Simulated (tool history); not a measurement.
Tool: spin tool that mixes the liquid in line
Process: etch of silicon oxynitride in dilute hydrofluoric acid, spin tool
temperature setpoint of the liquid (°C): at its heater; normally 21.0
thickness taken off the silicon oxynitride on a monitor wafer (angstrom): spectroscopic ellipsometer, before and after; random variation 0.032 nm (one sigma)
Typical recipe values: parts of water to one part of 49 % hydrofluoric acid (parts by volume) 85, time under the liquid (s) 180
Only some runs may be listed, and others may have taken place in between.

run    hour  temperature setpoint of the liquid (°C)  parts of water to one part of 49 % hydrofluoric acid (parts by volume)  time under the liquid (s)  read-back film thickness of the silicon oxynitride reference wafer, read on the same gauge (nm)  thickness taken off the silicon oxynitride on a monitor wafer (angstrom)
  1     0.0                                     21.0                                                                      85                        180                                                                                           30.040                                                                     43.61
  2    69.0                                     21.0                                                                      85                        180                                                                                           29.998                                                                     44.43
  3   127.5                                     21.0                                                                      85                        180                                                                                           30.009                                                                     44.35
  4   186.0                                     21.0                                                                      85                        180                                                                                           29.997                                                                     44.51
  5   459.9                                     21.0                                                                      85                        180                                                                                           30.031                                                                     44.24
  6   553.0                                     22.5                                                                      85                        230                                                                                           30.010                                                                     62.69
      578.3  -- thermometer replaced
  7   633.0                                     21.0                                                                      85                        180                                                                                           30.011                                                                     45.05
  8   673.1                                     21.0                                                                      85                        180                                                                                           29.990                                                                     45.61
  9   727.0                                     21.0                                                                      85                        180                                                                                           29.996                                                                     45.64
 10   797.6                                     21.0                                                                      70                        180                                                                                           29.999                                                                     56.12
 11   834.9                                     21.0                                                                      70                        180                                                                                           29.983                                                                     56.17
 12   888.1                                     21.0                                                                      85                        180                                                                                           30.019                                                                     45.78
 13   964.1                                     21.0                                                                      85                        180                                                                                           30.010                                                                     45.56
     1025.6  -- hydrofluoric acid flow meter replaced
 14  1067.4                                     17.0                                                                      75                        280                                                                                           29.993                                                                     70.05
 15  1110.4                                     21.0                                                                     100                         95                                                                                           30.001                                                                     21.54
 16  1177.6                                     22.5                                                                     120                         95                                                                                           29.961                                                                     18.87
 17  1241.6                                     17.0                                                                      85                        180                                                                                           30.013                                                                     40.09
     1285.5  -- gauge calibrated
 18  1345.0                                     23.0                                                                      70                         95                                                                                           30.009                                                                     34.70
     1354.4  -- hydrofluoric acid flow meter replaced, repeated, since the last time left the tool worse
 19  1441.0                                     18.5                                                                      60                        230                                                                                           30.015                                                                     69.32
 20  1484.7                                     21.0                                                                      85                        180                                                                                           29.996                                                                     43.29
 21  1552.4                                     21.0                                                                      85                        120                                                                                           30.027                                                                     29.17
 22  1643.2                                     25.0                                                                      85                        130                                                                                           29.994                                                                     37.76

Predict each of these 3 candidate next runs independently; none follows another, all start after run 22:
  A  1643.7                                     21.0                                                                      85                        180                                                                                                ?                                                                         ?
  B  1643.7                                     18.5                                                                      70                        215                                                                                                ?                                                                         ?
  C  1643.7                                     19.5                                                                      55                        125                                                                                                ?                                                                         ?

run  read-back film thickness of the silicon oxynitride reference wafer, read on the same gauge (nm)  thickness taken off the silicon oxynitride on a monitor wafer (angstrom)
  A                                                                                           29.980                                                                     43.17
  B                                                                                           29.980                                                                     55.90
  C                                                                                           29.980                                                                     43.95
Had the tool no hidden state, the same runs would have come out as:
run  thickness taken off the silicon oxynitride on a monitor wafer (angstrom)
  A                                                                     42.56
  B                                                                     55.12
  C                                                                     43.34
